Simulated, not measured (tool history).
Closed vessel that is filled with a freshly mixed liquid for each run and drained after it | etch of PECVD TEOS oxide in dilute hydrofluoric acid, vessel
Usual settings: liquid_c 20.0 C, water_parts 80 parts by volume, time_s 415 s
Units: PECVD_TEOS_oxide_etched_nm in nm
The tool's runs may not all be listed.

run,day,liquid_c,water_parts,time_s,"read-back film thickness of the PECVD TEOS oxide reference wafer, read on the same gauge (nm)",PECVD_TEOS_oxide_etched_nm
1,0.000,20.0,80,415,39.98,43.85
2,1.138,20.0,80,415,39.99,43.69
3,3.200,20.0,80,590,40.02,61.89
4,6.142,20.0,80,590,40.02,61.99
5,8.488,20.0,80,590,40.00,62.18
6,10.950,19.0,50,415,39.99,68.89
# day 12.742: hydrofluoric acid flow meter replaced
7,12.838,20.0,80,415,39.96,44.00
8,15.129,20.0,95,520,39.99,45.38
9,17.492,20.0,95,415,40.00,36.07
# day 18.221: gauge calibrated
10,19.712,18.0,100,270,39.99,20.52
# day 20.621: thermometer replaced
11,21.508,20.0,45,515,39.98,100.53
12,24.229,17.0,65,415,40.00,48.16
13,25.662,22.5,80,260,40.02,30.05
14,28.183,20.0,40,590,40.01,129.34
15,29.479,20.0,80,215,39.99,22.45
16,30.508,24.5,80,500,40.00,62.55
# day 32.558: hydrofluoric acid flow meter replaced
17,33.208,20.0,80,415,40.00,43.95
18,35.471,17.0,45,650,39.98,110.87
19,42.208,17.0,105,300,40.02,20.58
20,44.688,20.0,115,415,40.04,29.19
21,47.238,20.0,110,415,39.98,30.57
22,49.558,24.0,45,610,40.02,139.47
23,51.862,18.0,110,345,40.01,23.27
# day 53.050: hydrofluoric acid flow meter replaced
24,53.850,20.0,80,415,40.01,43.73
25,55.912,24.5,45,415,40.04,97.93
26,57.325,17.0,115,180,40.00,11.12
27,58.858,21.5,65,215,40.00,30.14
28,61.075,20.0,80,415,40.03,43.55
29,63.025,25.0,80,630,39.99,80.83
30,65.721,22.0,115,655,39.99,49.58
31,68.312,17.0,95,540,40.02,41.35
32,70.179,20.0,95,415,40.02,36.01

Forecast each of these 5 alternatives for the next run:
A,70.212,22.0,80,415,?,?
B,70.212,20.0,65,415,?,?
C,70.212,21.5,60,185,?,?
D,70.212,20.0,80,545,?,?
E,70.212,20.0,55,415,?,?

run,"read-back film thickness of the PECVD TEOS oxide reference wafer, read on the same gauge (nm)",PECVD_TEOS_oxide_etched_nm
A,40.00,47.08
B,40.00,54.31
C,40.00,28.10
D,40.00,56.94
E,40.00,64.96
Without the tool's hidden state the same runs would have given:
run,PECVD_TEOS_oxide_etched_nm
A,47.81
B,55.14
C,28.53
D,57.82
E,65.95
